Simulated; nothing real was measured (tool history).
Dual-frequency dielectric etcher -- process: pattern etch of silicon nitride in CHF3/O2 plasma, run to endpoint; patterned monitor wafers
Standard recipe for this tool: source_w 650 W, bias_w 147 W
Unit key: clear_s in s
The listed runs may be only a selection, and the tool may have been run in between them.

run	day	source_w	bias_w	incoming incoming film thickness, nm	clear_s
1	0.000	650	135	58.1	42.2
2	0.500	650	135	58.3	42.3
3	1.233	650	147	58.6	41.3
4	1.742	650	147	58.8	41.4
5	2.488	650	147	59.0	42.0
6	3.071	650	147	58.6	41.8
7	3.792	650	156	58.4	41.0
8	4.308	650	156	58.4	40.8
9	4.775	650	156	58.7	41.1
10	6.046	650	147	59.2	42.4
11	6.062	650	147	58.3	41.5
12	6.075	650	147	58.8	42.0
13	6.400	650	147	59.1	42.3
14	7.146	650	147	58.7	42.2
15	7.871	510	147	58.4	45.0
16	8.367	650	147	58.7	42.4
17	9.000	650	147	59.3	43.0
18	9.321	650	147	57.9	41.7
19	11.150	590	181	58.6	38.4
20	11.167	560	171	58.8	40.0
21	11.688	530	147	58.6	42.8
22	12.404	650	161	58.6	39.1
23	12.804	650	113	58.7	44.1
24	13.162	650	147	58.4	40.4
25	13.708	540	172	58.5	40.4
26	14.021	610	161	59.3	40.4
27	15.417	750	160	58.3	37.6
28	16.000	770	180	58.6	36.1

Not shown: 4 entries that the log had between the listed runs. Between which runs, and how does the tool's hidden state differ before and after?
Between runs 9 and 10: upper electrode replaced (day 6.025)
  etch rate over this chamber's usual, %: -3.17 -> -3.44
  measured result minus the result with no hidden state, clear_s: +1.3 -> +1.5 s
Between runs 18 and 19: wet clean of the chamber (day 11.129); source power generator calibrated (day 11.138)
  etch rate over this chamber's usual, %: -4.14 -> 0.923
  measured result minus the result with no hidden state, clear_s: +1.7 -> -0.4 s
Between runs 20 and 21: bias power generator calibrated (day 11.633)
  etch rate over this chamber's usual, %: 0.919 -> 0.808
  measured result minus the result with no hidden state, clear_s: -0.4 -> -0.3 s
